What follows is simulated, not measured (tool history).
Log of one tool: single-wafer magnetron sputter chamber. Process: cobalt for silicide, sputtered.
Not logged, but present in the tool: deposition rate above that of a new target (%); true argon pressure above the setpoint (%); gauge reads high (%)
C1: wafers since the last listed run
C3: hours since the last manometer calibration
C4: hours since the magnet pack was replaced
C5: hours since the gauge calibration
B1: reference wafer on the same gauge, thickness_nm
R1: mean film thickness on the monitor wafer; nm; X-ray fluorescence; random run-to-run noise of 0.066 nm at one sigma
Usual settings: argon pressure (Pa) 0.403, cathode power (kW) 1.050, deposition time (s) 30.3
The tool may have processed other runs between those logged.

run 1 hour=0.0 | argon_pressure_(Pa)=0.527 cathode_power_(kW)=1.050 deposition_time_(s)=30.3 | C1=0 wafers_on_the_sputter_target=10466 C3=924.3 C4=4283.4 C5=614.9 | B1=13.203 | R1=14.557
-- hour=50.7 sputter target and shields replaced
run 2 hour=57.0 | argon_pressure_(Pa)=0.403 cathode_power_(kW)=1.050 deposition_time_(s)=26.4 | C1=1449 wafers_on_the_sputter_target=186 C3=981.3 C4=4340.4 C5=671.9 | B1=13.198 | R1=13.399
run 3 hour=162.2 | argon_pressure_(Pa)=0.403 cathode_power_(kW)=1.050 deposition_time_(s)=26.4 | C1=3112 wafers_on_the_sputter_target=3298 C3=1086.5 C4=4445.6 C5=777.1 | B1=13.184 | R1=13.385
run 4 hour=265.1 | argon_pressure_(Pa)=0.403 cathode_power_(kW)=1.050 deposition_time_(s)=26.4 | C1=3044 wafers_on_the_sputter_target=6342 C3=1189.4 C4=4548.5 C5=880.0 | B1=13.198 | R1=13.273
run 5 hour=338.0 | argon_pressure_(Pa)=0.403 cathode_power_(kW)=1.050 deposition_time_(s)=30.3 | C1=2156 wafers_on_the_sputter_target=8499 C3=1262.3 C4=4621.4 C5=952.9 | B1=13.193 | R1=15.124
run 6 hour=405.5 | argon_pressure_(Pa)=0.403 cathode_power_(kW)=1.050 deposition_time_(s)=30.3 | C1=1996 wafers_on_the_sputter_target=10496 C3=1329.8 C4=4688.9 C5=1020.4 | B1=13.204 | R1=15.139
-- hour=458.9 sputter target and shields replaced
run 7 hour=474.7 | argon_pressure_(Pa)=0.403 cathode_power_(kW)=1.050 deposition_time_(s)=30.3 | C1=1810 wafers_on_the_sputter_target=467 C3=1399.0 C4=4758.1 C5=1089.6 | B1=13.209 | R1=15.348
run 8 hour=555.4 | argon_pressure_(Pa)=0.475 cathode_power_(kW)=1.050 deposition_time_(s)=25.6 | C1=2387 wafers_on_the_sputter_target=2855 C3=1479.7 C4=4838.8 C5=1170.3 | B1=13.191 | R1=12.774
run 9 hour=628.8 | argon_pressure_(Pa)=0.475 cathode_power_(kW)=1.050 deposition_time_(s)=25.6 | C1=2171 wafers_on_the_sputter_target=5026 C3=1553.1 C4=4912.2 C5=1243.7 | B1=13.199 | R1=12.599
run 10 hour=685.5 | argon_pressure_(Pa)=0.475 cathode_power_(kW)=1.050 deposition_time_(s)=25.6 | C1=1677 wafers_on_the_sputter_target=6704 C3=1609.8 C4=4968.9 C5=1300.4 | B1=13.202 | R1=12.656
run 11 hour=789.1 | argon_pressure_(Pa)=0.403 cathode_power_(kW)=1.050 deposition_time_(s)=30.3 | C1=3064 wafers_on_the_sputter_target=9768 C3=1713.4 C4=5072.5 C5=1404.0 | B1=13.209 | R1=15.090
-- hour=849.5 gauge calibrated
-- hour=877.4 sputter target and shields replaced
run 12 hour=883.3 | argon_pressure_(Pa)=0.403 cathode_power_(kW)=1.050 deposition_time_(s)=30.3 | C1=2550 wafers_on_the_sputter_target=174 C3=1807.6 C4=5166.7 C5=33.8 | B1=13.200 | R1=15.293
run 13 hour=959.6 | argon_pressure_(Pa)=0.403 cathode_power_(kW)=0.900 deposition_time_(s)=30.3 | C1=2257 wafers_on_the_sputter_target=2431 C3=1883.9 C4=5243.0 C5=110.1 | B1=13.210 | R1=13.179
run 14 hour=1033.1 | argon_pressure_(Pa)=0.403 cathode_power_(kW)=0.900 deposition_time_(s)=30.3 | C1=2174 wafers_on_the_sputter_target=4606 C3=1957.4 C4=5316.5 C5=183.6 | B1=13.202 | R1=12.993
-- hour=1098.7 magnet pack replaced
run 15 hour=1126.0 | argon_pressure_(Pa)=0.335 cathode_power_(kW)=1.250 deposition_time_(s)=26.2 | C1=2511 wafers_on_the_sputter_target=7118 C3=2050.3 C4=27.3 C5=276.5 | B1=13.204 | R1=15.919
run 16 hour=1178.7 | argon_pressure_(Pa)=0.320 cathode_power_(kW)=1.050 deposition_time_(s)=30.3 | C1=1559 wafers_on_the_sputter_target=8677 C3=2103.0 C4=80.0 C5=329.2 | B1=13.199 | R1=15.409
run 17 hour=1217.7 | argon_pressure_(Pa)=0.463 cathode_power_(kW)=1.050 deposition_time_(s)=28.2 | C1=1153 wafers_on_the_sputter_target=9830 C3=2142.0 C4=119.0 C5=368.2 | B1=13.206 | R1=13.905
-- hour=1322.6 sputter target and shields replaced
run 18 hour=1323.1 | argon_pressure_(Pa)=0.403 cathode_power_(kW)=0.950 deposition_time_(s)=35.4 | C1=2881 wafers_on_the_sputter_target=15 C3=2247.4 C4=224.4 C5=473.6 | B1=13.190 | R1=16.330
run 19 hour=1409.4 | argon_pressure_(Pa)=0.487 cathode_power_(kW)=0.950 deposition_time_(s)=24.3 | C1=2553 wafers_on_the_sputter_target=2568 C3=2333.7 C4=310.7 C5=559.9 | B1=13.200 | R1=10.910
run 20 hour=1458.4 | argon_pressure_(Pa)=0.403 cathode_power_(kW)=1.050 deposition_time_(s)=30.3 | C1=1449 wafers_on_the_sputter_target=4018 C3=2382.7 C4=359.7 C5=608.9 | B1=13.194 | R1=15.342
-- hour=1497.1 capacitance manometer re-zeroed and calibrated
run 21 hour=1554.4 | argon_pressure_(Pa)=0.461 cathode_power_(kW)=1.050 deposition_time_(s)=34.9 | C1=2603 wafers_on_the_sputter_target=6621 C3=57.3 C4=455.7 C5=704.9 | B1=13.210 | R1=17.429
run 22 hour=1638.5 | argon_pressure_(Pa)=0.403 cathode_power_(kW)=1.300 deposition_time_(s)=30.3 | C1=2488 wafers_on_the_sputter_target=9109 C3=141.4 C4=539.8 C5=789.0 | B1=13.193 | R1=18.783
-- hour=1663.7 sputter target and shields replaced
run 23 hour=1741.9 | argon_pressure_(Pa)=0.336 cathode_power_(kW)=1.050 deposition_time_(s)=30.3 | C1=2822 wafers_on_the_sputter_target=2312 C3=244.8 C4=643.2 C5=892.4 | B1=13.189 | R1=15.522
run 24 hour=1786.6 | argon_pressure_(Pa)=0.403 cathode_power_(kW)=1.050 deposition_time_(s)=30.3 | C1=1322 wafers_on_the_sputter_target=3634 C3=289.5 C4=687.9 C5=937.1 | B1=13.207 | R1=15.372
run 25 hour=1828.0 | argon_pressure_(Pa)=0.355 cathode_power_(kW)=1.250 deposition_time_(s)=33.4 | C1=1224 wafers_on_the_sputter_target=4859 C3=330.9 C4=729.3 C5=978.5 | B1=13.193 | R1=20.283
run 26 hour=1873.4 | argon_pressure_(Pa)=0.302 cathode_power_(kW)=1.150 deposition_time_(s)=31.9 | C1=1343 wafers_on_the_sputter_target=6202 C3=376.3 C4=774.7 C5=1023.9 | B1=13.202 | R1=17.961
run 27 hour=1935.3 | argon_pressure_(Pa)=0.475 cathode_power_(kW)=1.050 deposition_time_(s)=25.6 | C1=1831 wafers_on_the_sputter_target=8033 C3=438.2 C4=836.6 C5=1085.8 | B1=13.197 | R1=12.698
run 28 hour=2001.2 | argon_pressure_(Pa)=0.295 cathode_power_(kW)=0.950 deposition_time_(s)=33.0 | C1=1949 wafers_on_the_sputter_target=9983 C3=504.1 C4=902.5 C5=1151.7 | B1=13.187 | R1=15.277

3 ways to go on from here, each from the tool as it stands after run 28. What would each give?
run A hour=2001.6 | argon_pressure_(Pa)=0.403 cathode_power_(kW)=1.050 deposition_time_(s)=30.3 | C1=11 wafers_on_the_sputter_target=9995 C3=504.5 C4=902.9 C5=1152.1 | B1=? | R1=?
run B hour=2001.6 | argon_pressure_(Pa)=0.533 cathode_power_(kW)=0.900 deposition_time_(s)=28.0 | C1=11 wafers_on_the_sputter_target=9995 C3=504.5 C4=902.9 C5=1152.1 | B1=? | R1=?
run C hour=2001.6 | argon_pressure_(Pa)=0.351 cathode_power_(kW)=1.050 deposition_time_(s)=34.8 | C1=11 wafers_on_the_sputter_target=9995 C3=504.5 C4=902.9 C5=1152.1 | B1=? | R1=?

run=A B1=13.196 R1=15.141
run=B B1=13.196 R1=11.651
run=C B1=13.196 R1=17.595
Stripped of hidden state, with their random variation kept, the same runs would have yielded:
run=A R1=15.365
run=B R1=11.823
run=C R1=17.855
